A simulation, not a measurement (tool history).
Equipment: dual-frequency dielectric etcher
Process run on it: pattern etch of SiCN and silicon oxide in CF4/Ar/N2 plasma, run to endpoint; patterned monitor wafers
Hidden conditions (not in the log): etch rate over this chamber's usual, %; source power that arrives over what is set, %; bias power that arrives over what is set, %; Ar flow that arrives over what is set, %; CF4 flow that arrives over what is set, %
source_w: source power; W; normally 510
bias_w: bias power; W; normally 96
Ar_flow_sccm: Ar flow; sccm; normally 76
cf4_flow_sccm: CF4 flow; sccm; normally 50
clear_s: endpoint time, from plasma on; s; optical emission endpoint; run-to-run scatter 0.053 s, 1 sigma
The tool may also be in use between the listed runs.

run    hour  source_w  bias_w  Ar_flow_sccm  cf4_flow_sccm  wafers since the last listed run  hours since the last wet clean  hours since the last source power generator calibration  hours since the last bias power generator calibration  hours since the last Ar flow controller change  hours since the last CF4 flow controller change  hours since the last upper electrode change  incoming incoming film thickness, nm  clear_s
  1       0       510      96            76             50                                 0                            25.2                                                   4910.6                                                 3274.6                                          2685.2                                           3317.5                                       2036.9                                 17.26     16.2
  2   106.1       510      96            76             50                              2002                           131.3                                                   5016.7                                                 3380.7                                          2791.3                                           3423.6                                         2143                                 17.09     16.1
  3   180.1       510      96            76             50                              1396                           205.3                                                   5090.7                                                 3454.7                                          2865.3                                           3497.6                                         2217                                 17.25     16.4
  4   226.4       510      96            81             50                               873                           251.6                                                     5137                                                   3501                                          2911.6                                           3543.9                                       2263.3                                 17.08     16.4
  5   325.5       510     114            70             50                              1870                           350.7                                                   5236.1                                                 3600.1                                          3010.7                                             3643                                       2362.4                                    17     15.2
  6   425.5       510      96            76             50                              1887                           450.7                                                   5336.1                                                 3700.1                                          3110.7                                             3743                                       2462.4                                  17.3     16.6
  7   465.3       510     110            76             53                               751                           490.5                                                   5375.9                                                 3739.9                                          3150.5                                           3782.8                                       2502.2                                  17.3     15.8
  8   530.7       510     110            76             53                              1234                           555.9                                                   5441.3                                                 3805.3                                          3215.9                                           3848.2                                       2567.6                                  17.1     15.7
  9   589.5       510     110            76             53                              1109                           614.7                                                   5500.1                                                 3864.1                                          3274.7                                             3907                                       2626.4                                 17.18     15.9
        637  -- wet clean of the chamber
 10   652.9       510      96            83             50                               743                            15.9                                                   5563.5                                                 3927.5                                          3338.1                                           3970.4                                       2689.8                                 17.19     16.4
      670.3  -- source power generator calibrated
      681.7  -- upper electrode replaced
 11   702.7       510      96            76             50                               648                            65.7                                                     32.4                                                 3977.3                                          3387.9                                           4020.2                                           21                                 17.25     16.2
 12     798       550      81            65             55                              1798                             161                                                    127.7                                                 4072.6                                          3483.2                                           4115.5                                        116.3                                 17.16     15.7
 13   885.3       510      96            64             56                              1647                           248.3                                                      215                                                 4159.9                                          3570.5                                           4202.8                                        203.6                                  17.2     15.8
      895.3  -- Ar flow controller replaced
      994.2  -- CF4 flow controller replaced
 14   994.7       510      96            76             50                              1838                           357.7                                                    324.4                                                 4269.3                                            99.4                                              0.5                                          313                                 17.22     16.5
 15  1092.5       590      82            88             50                              1845                           455.5                                                    422.2                                                 4367.1                                           197.2                                             98.3                                        410.8                                 17.25     16.1
     1168.9  -- wet clean of the chamber
 16  1189.1       570      96            76             60                              1370                            20.2                                                    518.8                                                 4463.7                                           293.8                                            194.9                                        507.4                                 17.31     14.7
 17  1267.9       550      96            94             50                              1487                              99                                                    597.6                                                 4542.5                                           372.6                                            273.7                                        586.2                                 17.26     15.7
 18  1326.1       510      96            76             50                              1098                           157.2                                                    655.8                                                 4600.7                                           430.8                                            331.9                                        644.4                                 17.33     16.4
     1332.4  -- bias power generator calibrated
 19    1432       590      96            76             56                              1923                           263.1                                                    761.7                                                   99.6                                           536.7                                            437.8                                        750.3                                 17.19     14.5
 20  1493.7       510      96            76             50                              1164                           324.8                                                    823.4                                                  161.3                                           598.4                                            499.5                                          812                                 17.28     16.5
 21  1540.8       510      96            76             50                               888                           371.9                                                    870.5                                                  208.4                                           645.5                                            546.6                                        859.1                                    17     16.2
 22  1622.9       440      96            76             50                              1549                             454                                                    952.6                                                  290.5                                           727.6                                            628.7                                        941.2                                 17.23     18.4
 23  1687.7       510      74            76             50                              1222                           518.8                                                   1017.4                                                  355.3                                           792.4                                            693.5                                         1006                                 17.31       18

Per-run results on a tool with no hidden state, each run keeping its own random variation:
run  clear_s
  1     16.2
  2       16
  3     16.2
  4     16.1
  5     14.9
  6     16.2
  7     15.4
  8     15.2
  9     15.3
 10     16.3
 11     16.2
 12     15.6
 13     15.6
 14     16.1
 15     15.6
 16     14.7
 17     15.6
 18     16.3
 19     14.3
 20     16.2
 21     15.9
 22     17.9
 23     17.5

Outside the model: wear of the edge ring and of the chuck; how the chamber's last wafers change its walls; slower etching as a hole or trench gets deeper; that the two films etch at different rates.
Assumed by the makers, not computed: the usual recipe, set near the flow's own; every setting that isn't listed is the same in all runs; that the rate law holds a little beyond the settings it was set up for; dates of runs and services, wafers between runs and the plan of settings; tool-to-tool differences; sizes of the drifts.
